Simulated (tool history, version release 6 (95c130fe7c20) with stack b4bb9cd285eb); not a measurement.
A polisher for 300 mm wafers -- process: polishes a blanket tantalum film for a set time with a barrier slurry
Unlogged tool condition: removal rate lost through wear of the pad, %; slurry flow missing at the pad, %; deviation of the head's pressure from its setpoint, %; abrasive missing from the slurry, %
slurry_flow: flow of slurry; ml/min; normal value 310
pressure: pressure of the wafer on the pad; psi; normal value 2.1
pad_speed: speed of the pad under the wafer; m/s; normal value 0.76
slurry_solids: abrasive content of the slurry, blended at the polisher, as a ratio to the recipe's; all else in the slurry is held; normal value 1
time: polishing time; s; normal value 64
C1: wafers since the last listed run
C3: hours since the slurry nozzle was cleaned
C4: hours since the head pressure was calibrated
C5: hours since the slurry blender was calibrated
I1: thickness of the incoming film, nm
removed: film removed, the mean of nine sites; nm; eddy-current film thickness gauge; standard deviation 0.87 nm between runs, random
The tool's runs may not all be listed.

Run 1, hour 0: usual settings but pressure 2.5 psi; C1 0; wafers polished on this pad 1318; C3 190.6; C4 24.3; C5 22.4; I1 243.5. Result: removed 107.7 nm.
Run 2, hour 17.4: usual settings but pressure 2.5 psi; C1 161; wafers polished on this pad 1479; C3 208; C4 41.7; C5 39.8; I1 239.5. Result: removed 107.4 nm.
At hour 50.6: worn pad replaced by a new one.
Run 3, hour 51.1: usual settings but pressure 2.5 psi; C1 274; wafers polished on this pad 5; C3 241.7; C4 75.4; C5 73.5; I1 240.2. Result: removed 106.7 nm.
Run 4, hour 81.8: usual settings but slurry_solids 0.85; C1 284; wafers polished on this pad 289; C3 272.4; C4 106.1; C5 104.2; I1 241.7. Result: removed 83.4 nm.
Run 5, hour 111: usual settings; C1 270; wafers polished on this pad 559; C3 301.6; C4 135.3; C5 133.4; I1 242.6. Result: removed 87.8 nm.
Run 6, hour 132.5: usual settings; C1 199; wafers polished on this pad 758; C3 323.1; C4 156.8; C5 154.9; I1 241.5. Result: removed 87.6 nm.
At hour 145.3: slurry blender recalibrated.
Run 7, hour 168: usual settings; C1 310; wafers polished on this pad 1068; C3 358.6; C4 192.3; C5 22.7; I1 235.6. Result: removed 86.4 nm.
Run 8, hour 195.6: usual settings but time 69 s; C1 255; wafers polished on this pad 1324; C3 386.2; C4 219.9; C5 50.3; I1 239.9. Result: removed 91.2 nm.
Run 9, hour 219.1: usual settings but time 69 s; C1 217; wafers polished on this pad 1541; C3 409.7; C4 243.4; C5 73.8; I1 238.3. Result: removed 90.7 nm.
Run 10, hour 238.8: usual settings; C1 182; wafers polished on this pad 1724; C3 429.4; C4 263.1; C5 93.5; I1 238.1. Result: removed 84.1 nm.
At hour 259.1: worn pad replaced by a new one.
Run 11, hour 285.2: usual settings; C1 392; wafers polished on this pad 241; C3 475.8; C4 309.5; C5 139.9; I1 239.3. Result: removed 83.9 nm.
At hour 304.5: head pressure recalibrated.
Run 12, hour 319.4: usual settings; C1 298; wafers polished on this pad 539; C3 510; C4 14.9; C5 174.1; I1 235.7. Result: removed 91.9 nm.
At hour 337.4: slurry blender recalibrated.
Run 13, hour 347.3: usual settings but slurry_flow 215 ml/min; C1 239; wafers polished on this pad 779; C3 537.9; C4 42.8; C5 9.9; I1 241.4. Result: removed 86.6 nm.
Run 14, hour 379.3: usual settings but slurry_flow 260 ml/min, pad_speed 0.94 m/s; C1 296; wafers polished on this pad 1075; C3 569.9; C4 74.8; C5 41.9; I1 243.4. Result: removed 109.8 nm.
Run 15, hour 414.6: usual settings but slurry_solids 0.7; C1 326; wafers polished on this pad 1402; C3 605.2; C4 110.1; C5 77.2; I1 240.9. Result: removed 73.8 nm.
At hour 420.7: worn pad replaced by a new one.
Run 16, hour 429.5: usual settings; C1 100; wafers polished on this pad 81; C3 620.1; C4 125; C5 92.1; I1 238.9. Result: removed 89.1 nm.
Run 17, hour 451.7: usual settings but slurry_flow 245 ml/min, pressure 1.7 psi, pad_speed 0.58 m/s, slurry_solids 0.9; C1 205; wafers polished on this pad 287; C3 642.3; C4 147.2; C5 114.3; I1 241.1. Result: removed 50.6 nm.
At hour 465.3: slurry nozzle cleaned.
Run 18, hour 478.3: usual settings; C1 237; wafers polished on this pad 524; C3 13; C4 173.8; C5 140.9; I1 242.7. Result: removed 85.9 nm.
Run 19, hour 504.5: usual settings but pressure 2.8 psi, pad_speed 0.54 m/s, slurry_solids 0.85, time 52 s; C1 242; wafers polished on this pad 766; C3 39.2; C4 200; C5 167.1; I1 238.2. Result: removed 62.1 nm.
Run 20, hour 529.8: usual settings; C1 234; wafers polished on this pad 1000; C3 64.5; C4 225.3; C5 192.4; I1 236.1. Result: removed 85.6 nm.
At hour 533.9: slurry blender recalibrated.
Run 21, hour 558.9: usual settings but pad_speed 0.66 m/s, slurry_solids 0.75; C1 250; wafers polished on this pad 1251; C3 93.6; C4 254.4; C5 25; I1 237.7. Result: removed 65.4 nm.
Run 22, hour 577.4: usual settings; C1 171; wafers polished on this pad 1423; C3 112.1; C4 272.9; C5 43.5; I1 242.2. Result: removed 84.6 nm.
At hour 593.2: worn pad replaced by a new one.
Run 23, hour 593.7: usual settings; C1 113; wafers polished on this pad 5; C3 128.4; C4 289.2; C5 59.8; I1 239.3. Result: removed 85 nm.
Run 24, hour 608.4: usual settings; C1 136; wafers polished on this pad 141; C3 143.1; C4 303.9; C5 74.5; I1 241.8. Result: removed 84.9 nm.
Run 25, hour 643.9: usual settings; C1 328; wafers polished on this pad 469; C3 178.6; C4 339.4; C5 110; I1 239.8. Result: removed 84.4 nm.
Run 26, hour 674.2: usual settings but time 46 s; C1 280; wafers polished on this pad 750; C3 208.9; C4 369.7; C5 140.3; I1 239.1. Result: removed 58.7 nm.
At hour 697: head pressure recalibrated.
Run 27, hour 700.3: usual settings but pressure 2.6 psi; C1 223; wafers polished on this pad 973; C3 235; C4 3.3; C5 166.4; I1 239.1. Result: removed 115.3 nm.
At hour 713.8: slurry blender recalibrated.
Run 28, hour 732.6: usual settings but pressure 2.8 psi, pad_speed 0.56 m/s, slurry_solids 0.85, time 73 s; C1 280; wafers polished on this pad 1253; C3 267.3; C4 35.6; C5 18.8; I1 240.9. Result: removed 96.5 nm.
Run 29, hour 746.1: usual settings but pad_speed 0.6 m/s, time 77 s; C1 124; wafers polished on this pad 1378; C3 280.8; C4 49.1; C5 32.3; I1 239.4. Result: removed 87.1 nm.
Run 30, hour 774: usual settings but pressure 2.6 psi, slurry_solids 1.15, time 43 s; C1 258; wafers polished on this pad 1637; C3 308.7; C4 77; C5 60.2; I1 239.2. Result: removed 80 nm.
Run 31, hour 789.6: usual settings but slurry_solids 0.7; C1 144; wafers polished on this pad 1781; C3 324.3; C4 92.6; C5 75.8; I1 240.4. Result: removed 74.9 nm.

Entry by entry between the runs, the difference in hidden state between the last listed run before and the first listed run after:
Runs 2 to 3: worn pad replaced by a new one (hour 50.6)
  deviation of the head's pressure from its setpoint, %: -2.12 -> -3.17
  difference, measured minus the result without the unlogged condition, removed: -2.4 -> -3.5 nm
Runs 6 to 7: slurry blender recalibrated (hour 145.3)
  deviation of the head's pressure from its setpoint, %: -5.72 -> -6.83
  difference, measured minus the result without the unlogged condition, removed: -5.3 -> -6.3 nm
Runs 10 to 11: worn pad replaced by a new one (hour 259.1)
  deviation of the head's pressure from its setpoint, %: -9.04 -> -10.5
  difference, measured minus the result without the unlogged condition, removed: -8.3 -> -9.9 nm
Runs 11 to 12: head pressure recalibrated (hour 304.5)
  deviation of the head's pressure from its setpoint, %: -10.5 -> -0.608
  difference, measured minus the result without the unlogged condition, removed: -9.9 -> -0.5 nm
Runs 12 to 13: slurry blender recalibrated (hour 337.4)
  deviation of the head's pressure from its setpoint, %: -0.608 -> -1.48
  difference, measured minus the result without the unlogged condition, removed: -0.5 -> -1.3 nm
Runs 15 to 16: worn pad replaced by a new one (hour 420.7)
  deviation of the head's pressure from its setpoint, %: -3.58 -> -4.05
  difference, measured minus the result without the unlogged condition, removed: -2.7 -> -3.8 nm
Runs 17 to 18: slurry nozzle cleaned (hour 465.3)
  deviation of the head's pressure from its setpoint, %: -4.74 -> -5.57
  difference, measured minus the result without the unlogged condition, removed: -2.5 -> -5.1 nm
Runs 20 to 21: slurry blender recalibrated (hour 533.9)
  deviation of the head's pressure from its setpoint, %: -7.18 -> -8.09
  difference, measured minus the result without the unlogged condition, removed: -6.6 -> -5.8 nm
Runs 22 to 23: worn pad replaced by a new one (hour 593.2)
  deviation of the head's pressure from its setpoint, %: -8.67 -> -9.18
  difference, measured minus the result without the unlogged condition, removed: -8 -> -8.6 nm
Runs 26 to 27: head pressure recalibrated (hour 697)
  deviation of the head's pressure from its setpoint, %: -11.7 -> -0.345
  difference, measured minus the result without the unlogged condition, removed: -7.8 -> -0.4 nm
Runs 27 to 28: slurry blender recalibrated (hour 713.8)
  deviation of the head's pressure from its setpoint, %: -0.345 -> -1.35
  difference, measured minus the result without the unlogged condition, removed: -0.4 -> -1.3 nm
